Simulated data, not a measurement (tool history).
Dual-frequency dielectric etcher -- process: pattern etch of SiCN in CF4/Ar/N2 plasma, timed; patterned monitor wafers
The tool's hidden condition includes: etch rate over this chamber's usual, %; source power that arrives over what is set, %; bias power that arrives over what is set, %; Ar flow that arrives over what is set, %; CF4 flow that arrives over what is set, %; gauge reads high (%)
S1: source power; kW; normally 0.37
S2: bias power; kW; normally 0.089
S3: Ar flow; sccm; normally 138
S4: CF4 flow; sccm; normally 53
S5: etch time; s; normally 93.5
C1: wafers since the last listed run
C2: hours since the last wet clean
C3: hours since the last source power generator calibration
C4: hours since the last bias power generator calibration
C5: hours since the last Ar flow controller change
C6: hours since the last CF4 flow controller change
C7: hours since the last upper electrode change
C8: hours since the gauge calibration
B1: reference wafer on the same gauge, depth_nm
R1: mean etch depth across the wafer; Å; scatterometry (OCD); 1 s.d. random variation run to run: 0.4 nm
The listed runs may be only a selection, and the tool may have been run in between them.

run    day    S1     S2   S3  S4     S5   C1     C2      C3      C4      C5      C6      C7     C8    B1   R1
  1      0  0.37  0.089  138  53   93.5    0  359.7  1779.6  2139.9  1709.9  4748.4  4297.6  128.8  57.1  693
  2    0.6  0.37  0.089  138  53   93.5  166  374.1    1794  2154.3  1724.3  4762.8    4312  143.2  57.2  694
  3  1.475  0.37  0.089  138  53   93.5  243  395.1    1815  2175.3  1745.3  4783.8    4333  164.2  57.2  698
  4  2.529  0.37  0.089  138  53   93.5  292  420.4  1840.3  2200.6  1770.6  4809.1  4358.3  189.5  57.2  691
  5  3.225  0.37  0.089  157  53   93.5  193  437.1    1857  2217.3  1787.3  4825.8    4375  206.2  57.1  681
  6  3.754  0.37  0.089  157  53   93.5  147  449.8  1869.7    2230    1800  4838.5  4387.7  218.9  57.2  692
     5.196  -- upper electrode replaced
  7  5.217  0.37  0.089  157  53   93.5  128  484.9  1904.8  2265.1  1835.1  4873.6     0.5    254  57.1  681
  8   5.85  0.37  0.089  138  46   93.5  176  500.1    1920  2280.3  1850.3  4888.8    15.7  269.2  57.1  686
  9  6.612  0.37  0.089  138  43  108.5  211  518.4  1938.3  2298.6  1868.6  4907.1      34  287.5  57.2  780
     8.425  -- wet clean of the chamber
 10  8.446  0.37  0.089  138  57   85.5  231    0.5  1982.3  2342.6  1912.6  4951.1      78  331.5  57.1  624

Predict the results of run 11:
 11  8.938  0.31  0.068  138  62  119  136  12.3  1994.1  2354.4  1924.4  4962.9  89.8  343.3   ?   ?

B1: 57.2
R1: 685 Å
Take away the tool's hidden state, keep the run-to-run variation as it was, and the same run would have given R1 686 Å.

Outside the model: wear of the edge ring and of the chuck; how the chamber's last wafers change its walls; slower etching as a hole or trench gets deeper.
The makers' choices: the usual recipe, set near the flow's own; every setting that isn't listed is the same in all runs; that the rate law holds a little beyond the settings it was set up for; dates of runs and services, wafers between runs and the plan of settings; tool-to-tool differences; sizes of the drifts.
